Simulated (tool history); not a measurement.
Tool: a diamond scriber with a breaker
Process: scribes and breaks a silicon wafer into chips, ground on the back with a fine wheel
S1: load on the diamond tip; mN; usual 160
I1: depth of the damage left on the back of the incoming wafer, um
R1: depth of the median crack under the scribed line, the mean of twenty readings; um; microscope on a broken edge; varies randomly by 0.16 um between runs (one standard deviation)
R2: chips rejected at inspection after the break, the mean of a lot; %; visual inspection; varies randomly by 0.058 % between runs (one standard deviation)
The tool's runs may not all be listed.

{"run": 1, "day": 0.0, "S1": 160, "I1": 1.78, "R1": 10.68, "R2": 2.59}
{"run": 2, "day": 0.5, "S1": 160, "I1": 2.01, "R1": 10.53, "R2": 2.86}
{"run": 3, "day": 1.8, "S1": 160, "I1": 1.66, "R1": 10.43, "R2": 2.9}
{"run": 4, "day": 2.4, "S1": 160, "I1": 2.33, "R1": 10.42, "R2": 3.73}
{"run": 5, "day": 3.354, "S1": 184, "I1": 2.2, "R1": 11.7, "R2": 2.06}
{"run": 6, "day": 4.417, "S1": 184, "I1": 2.19, "R1": 11.27, "R2": 2.28}
{"run": 7, "day": 5.612, "S1": 189, "I1": 2.55, "R1": 11.34, "R2": 2.52}
{"run": 8, "day": 6.375, "S1": 160, "I1": 2.81, "R1": 9.61, "R2": 5.92}
{"day": 7.642, "done": "diamond tip replaced by a new one"}
{"run": 9, "day": 7.662, "S1": 160, "I1": 1.63, "R1": 10.8, "R2": 2.32}
{"run": 10, "day": 8.338, "S1": 160, "I1": 2.31, "R1": 10.82, "R2": 2.95}
{"run": 11, "day": 9.375, "S1": 160, "I1": 1.81, "R1": 10.72, "R2": 2.43}
{"run": 12, "day": 10.875, "S1": 160, "I1": 2.72, "R1": 10.78, "R2": 3.44}
{"run": 13, "day": 12.367, "S1": 160, "I1": 1.76, "R1": 10.57, "R2": 2.44}
{"run": 14, "day": 15.483, "S1": 193, "I1": 2.49, "R1": 12.03, "R2": 2.12}
{"run": 15, "day": 16.638, "S1": 193, "I1": 1.83, "R1": 11.55, "R2": 1.53}
{"run": 16, "day": 17.667, "S1": 193, "I1": 2.92, "R1": 11.65, "R2": 2.72}
{"run": 17, "day": 18.35, "S1": 120, "I1": 2.17, "R1": 8.29, "R2": 11.63}
{"run": 18, "day": 19.538, "S1": 143, "I1": 2.46, "R1": 9.2, "R2": 7.45}
{"run": 19, "day": 21.012, "S1": 160, "I1": 1.69, "R1": 9.71, "R2": 4.13}
{"run": 20, "day": 22.192, "S1": 196, "I1": 1.95, "R1": 11.43, "R2": 1.83}
{"day": 25.862, "done": "diamond tip replaced by a new one"}
{"run": 21, "day": 26.492, "S1": 146, "I1": 2.45, "R1": 10.02, "R2": 4.84}
{"day": 26.821, "done": "load on the tip recalibrated"}
{"run": 22, "day": 27.042, "S1": 160, "I1": 2.63, "R1": 11.89, "R2": 2.29}
{"run": 23, "day": 27.658, "S1": 136, "I1": 1.71, "R1": 10.41, "R2": 3.02}
{"run": 24, "day": 28.996, "S1": 178, "I1": 1.56, "R1": 12.53, "R2": 1.66}
{"run": 25, "day": 29.912, "S1": 126, "I1": 1.75, "R1": 9.54, "R2": 5.23}
{"run": 26, "day": 31.025, "S1": 133, "I1": 2.95, "R1": 9.89, "R2": 6.02}
{"run": 27, "day": 31.929, "S1": 126, "I1": 2.52, "R1": 9.42, "R2": 6.81}
{"run": 28, "day": 32.729, "S1": 185, "I1": 1.88, "R1": 12.25, "R2": 1.77}
{"run": 29, "day": 34.067, "S1": 194, "I1": 1.97, "R1": 13.01, "R2": 1.99}
{"run": 30, "day": 35.25, "S1": 121, "I1": 2.69, "R1": 8.97, "R2": 9.72}
{"run": 31, "day": 36.712, "S1": 160, "I1": 1.88, "R1": 10.57, "R2": 2.61}
{"run": 32, "day": 38.096, "S1": 160, "I1": 1.58, "R1": 10.5, "R2": 2.76}
{"run": 33, "day": 39.208, "S1": 134, "I1": 2.52, "R1": 9.29, "R2": 8.58}

Measured result minus the same run's result without the hidden state. Both carry the same run-to-run variation, though not necessarily the same gauge scatter:
The hidden state here: share of the diamond tip's cutting effectiveness lost through wear, %; deviation of the load on the tip from its setpoint, %.
run=1 R1=-1.20 R2=+1.04
run=2 R1=-1.22 R2=+1.16
run=3 R1=-1.34 R2=+1.35
run=4 R1=-1.40 R2=+1.68
run=5 R1=-1.71 R2=-0.49
run=6 R1=-1.79 R2=-0.42
run=7 R1=-1.98 R2=-0.60
run=8 R1=-1.79 R2=+3.28
run=9 R1=-1.04 R2=+0.79
run=10 R1=-1.05 R2=+0.94
run=11 R1=-1.07 R2=+0.84
run=12 R1=-1.12 R2=+1.13
run=13 R1=-1.17 R2=+0.96
run=14 R1=-1.56 R2=-1.17
run=15 R1=-1.61 R2=-1.29
run=16 R1=-1.73 R2=-0.94
run=17 R1=-1.30 R2=+6.23
run=18 R1=-1.56 R2=+4.58
run=19 R1=-1.84 R2=+2.61
run=20 R1=-2.36 R2=-1.32
run=21 R1=-1.14 R2=+2.33
run=22 R1=-0.14 R2=+0.05
run=23 R1=-0.17 R2=+0.32
run=24 R1=-0.32 R2=-0.25
run=25 R1=-0.30 R2=+1.00
run=26 R1=-0.41 R2=+1.22
run=27 R1=-0.46 R2=+1.69
run=28 R1=-0.69 R2=-0.64
run=29 R1=-0.92 R2=-1.09
run=30 R1=-0.76 R2=+3.42
run=31 R1=-1.09 R2=+0.94
run=32 R1=-1.29 R2=+1.24
run=33 R1=-1.30 R2=+4.63
